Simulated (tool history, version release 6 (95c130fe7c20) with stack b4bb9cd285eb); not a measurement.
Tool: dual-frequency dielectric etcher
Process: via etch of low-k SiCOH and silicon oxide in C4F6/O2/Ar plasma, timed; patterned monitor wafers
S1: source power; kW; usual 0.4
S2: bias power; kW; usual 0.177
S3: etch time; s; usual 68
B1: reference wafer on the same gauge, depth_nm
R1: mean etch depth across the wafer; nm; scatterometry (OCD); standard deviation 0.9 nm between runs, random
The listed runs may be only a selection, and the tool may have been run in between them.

Run 1, day 0: usual settings; B1 195. Result: R1 199.5 nm.
Run 2, day 2.471: usual settings; B1 195. Result: R1 201.8 nm.
Run 3, day 6.917: usual settings; B1 194.9. Result: R1 199.3 nm.
Run 4, day 9.267: usual settings; B1 194.9. Result: R1 199.2 nm.
Run 5, day 11.546: usual settings; B1 195. Result: R1 199.1 nm.
Run 6, day 14.842: usual settings; B1 194.9. Result: R1 200.3 nm.
Run 7, day 17.071: usual settings but S3 73 s; B1 195.1. Result: R1 214.8 nm.
At day 18.75: wet clean of the chamber.
Run 8, day 19.717: usual settings but S3 73 s; B1 194.8. Result: R1 214.4 nm.
Run 9, day 24.042: usual settings but S1 0.43 kW, S3 56.5 s; B1 195.5. Result: R1 173.8 nm.
Run 10, day 28.467: usual settings; B1 194.7. Result: R1 199.9 nm.
At day 30: source power generator calibrated.
Run 11, day 31.267: usual settings; B1 194.8. Result: R1 194.4 nm.
Run 12, day 35.179: usual settings but S1 0.44 kW; B1 195.4. Result: R1 205.3 nm.
At day 38.254: bias power generator calibrated.
At day 38.925: wet clean of the chamber.
Run 13, day 38.946: usual settings but S1 0.44 kW; B1 195.1. Result: R1 202.8 nm.
Run 14, day 40.908: usual settings but S1 0.31 kW, S2 0.134 kW, S3 54 s; B1 195. Result: R1 121.4 nm.
At day 42.038: upper electrode replaced.
Run 15, day 43.088: usual settings but S2 0.202 kW; B1 194.9. Result: R1 207.5 nm.
Run 16, day 45.467: usual settings; B1 194.8. Result: R1 194.7 nm.
Run 17, day 48.338: usual settings but S1 0.49 kW, S3 51.5 s; B1 195.1. Result: R1 162.1 nm.
Run 18, day 51.379: usual settings but S1 0.49 kW, S2 0.195 kW, S3 49 s; B1 194.9. Result: R1 163.7 nm.
Run 19, day 53.492: usual settings but S1 0.45 kW, S2 0.208 kW, S3 80 s; B1 194.6. Result: R1 258.4 nm.
At day 56.146: gauge calibrated.
At day 56.933: wet clean of the chamber.
Run 20, day 56.954: usual settings but S1 0.48 kW, S2 0.135 kW; B1 194.6. Result: R1 190.4 nm.
Run 21, day 59.758: usual settings; B1 194.9. Result: R1 196.7 nm.
Run 22, day 63.921: usual settings but S1 0.44 kW, S2 0.152 kW; B1 194.7. Result: R1 191.9 nm.
Run 23, day 68.396: usual settings but S1 0.5 kW, S2 0.205 kW, S3 54.5 s; B1 194.8. Result: R1 186.8 nm.
Run 24, day 72.067: usual settings but S2 0.215 kW, S3 60.5 s; B1 195.1. Result: R1 191.3 nm.
Run 25, day 74.675: usual settings; B1 194.9. Result: R1 198.8 nm.
Run 26, day 76.862: usual settings but S1 0.5 kW, S3 59.5 s; B1 194.6. Result: R1 191.4 nm.
At day 79.617: wet clean of the chamber.
Run 27, day 79.821: usual settings but S2 0.218 kW, S3 52 s; B1 194.9. Result: R1 163.6 nm.
Run 28, day 82.45: usual settings but S2 0.212 kW, S3 61.5 s; B1 194.9. Result: R1 191.6 nm.
Run 29, day 86.254: usual settings but S1 0.34 kW, S2 0.139 kW; B1 195.1. Result: R1 162.1 nm.

4 ways to go on from here, each from the tool as it stands after run 29. What would each give?
Run A, day 86.271: usual settings; B1 ?. Result: R1 ?.
Run B, day 86.271: usual settings but S1 0.35 kW, S3 58 s; B1 ?. Result: R1 ?.
Run C, day 86.271: usual settings but S2 0.194 kW, S3 80 s; B1 ?. Result: R1 ?.
Run D, day 86.271: usual settings but S2 0.133 kW; B1 ?. Result: R1 ?.

run     B1     R1
  A  194.8  198.5
  B  194.8  158.6
  C  194.8  242.9
  D  194.8  175.4
Had the tool no hidden state, the same runs would have come out as:
run     R1
  A    197
  B  157.4
  C  241.1
  D  174.1

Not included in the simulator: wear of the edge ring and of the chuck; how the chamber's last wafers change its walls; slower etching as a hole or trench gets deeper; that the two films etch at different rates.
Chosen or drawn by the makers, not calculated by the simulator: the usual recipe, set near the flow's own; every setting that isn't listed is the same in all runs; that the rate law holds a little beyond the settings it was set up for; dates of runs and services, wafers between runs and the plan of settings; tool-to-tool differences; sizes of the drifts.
